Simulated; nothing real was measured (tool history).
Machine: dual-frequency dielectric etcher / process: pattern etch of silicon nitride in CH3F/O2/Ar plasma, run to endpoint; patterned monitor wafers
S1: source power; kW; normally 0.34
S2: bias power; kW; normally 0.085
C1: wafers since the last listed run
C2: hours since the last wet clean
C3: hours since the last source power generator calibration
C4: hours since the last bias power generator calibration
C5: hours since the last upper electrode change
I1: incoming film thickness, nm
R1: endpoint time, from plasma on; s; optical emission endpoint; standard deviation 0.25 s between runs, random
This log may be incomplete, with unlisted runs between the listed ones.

run     day    S1     S2    C1     C2      C3      C4      C5     I1    R1
  1       0  0.34  0.085     0  449.4  3181.8    2471   911.7  24.31  35.1
  2   3.546  0.32  0.085  1163  534.5  3266.9  2556.1   996.8  24.56  36.3
      6.129  -- wet clean of the chamber
  3   6.375  0.32  0.085   600    5.9  3334.8    2624  1064.7   24.3  36.7
  4     8.9  0.34  0.085   828   66.5  3395.4  2684.6  1125.3  23.97  35.5
  5  15.788  0.34  0.085  2260  231.8  3560.7  2849.9  1290.6  24.56  35.5
  6  17.433  0.34  0.085   540  271.3  3600.2  2889.4  1330.1  24.53  35.6
  7  19.329  0.34  0.085   622  316.8  3645.7  2934.9  1375.6   24.3  35.1
  8  21.042  0.34  0.085   562  357.9  3686.8    2976  1416.7  24.17  34.9
  9  25.067  0.34  0.085  1321  454.5  3783.4  3072.6  1513.3  24.44  34.9
     26.138  -- source power generator calibrated
     27.338  -- bias power generator calibrated
     28.858  -- wet clean of the chamber
 10  29.492   0.3   0.07  1014   15.2    80.5    51.7  1619.5  24.34  39.2
 11  31.567  0.28  0.066   681     65   130.3   101.5  1669.3  24.64  41.4
 12  34.542  0.26  0.073   976  136.4   201.7   172.9  1740.7  24.58  41.3
 13  38.096   0.3  0.091  1166  221.7     287   258.2    1826  24.58  36.8
 14  43.471   0.4  0.085  1764  350.7     416   387.2    1955  24.28  32.6
     46.125  -- upper electrode replaced
 15  47.458   0.4  0.093   980  446.4   511.7   482.9      32  24.76  32.2
     51.717  -- wet clean of the chamber
 16  51.738  0.34  0.077  1076    0.5   614.4   585.6   134.7  24.61  37.3
 17  54.658  0.27  0.092   958   70.6   684.5   655.7   204.8  24.52  38.6
 18  57.712   0.3  0.104  1002  143.9   757.8     729   278.1  24.23  34.8
 19  60.704  0.42  0.085   981  215.7   829.6   800.8   349.9  24.34  32.3
 20  63.896  0.34  0.085  1047  292.3   906.2   877.4   426.5   24.2    35
 21  67.429  0.34  0.077  1159  377.1     991   962.2   511.3  24.46  35.6

Alternative continuations, all from the tool just after run 21; predict every row:
  A  67.446  0.34  0.102   5  377.5  991.4  962.6  511.7  24.39   ?
  B  67.446   0.3  0.078   5  377.5  991.4  962.6  511.7  24.39   ?
  C  67.446  0.36  0.072   5  377.5  991.4  962.6  511.7  24.39   ?

run    R1
  A  33.2
  B  37.4
  C  35.5
Without the tool's unlogged condition, the same runs would have read:
run    R1
  A  34.4
  B  38.7
  C  36.7
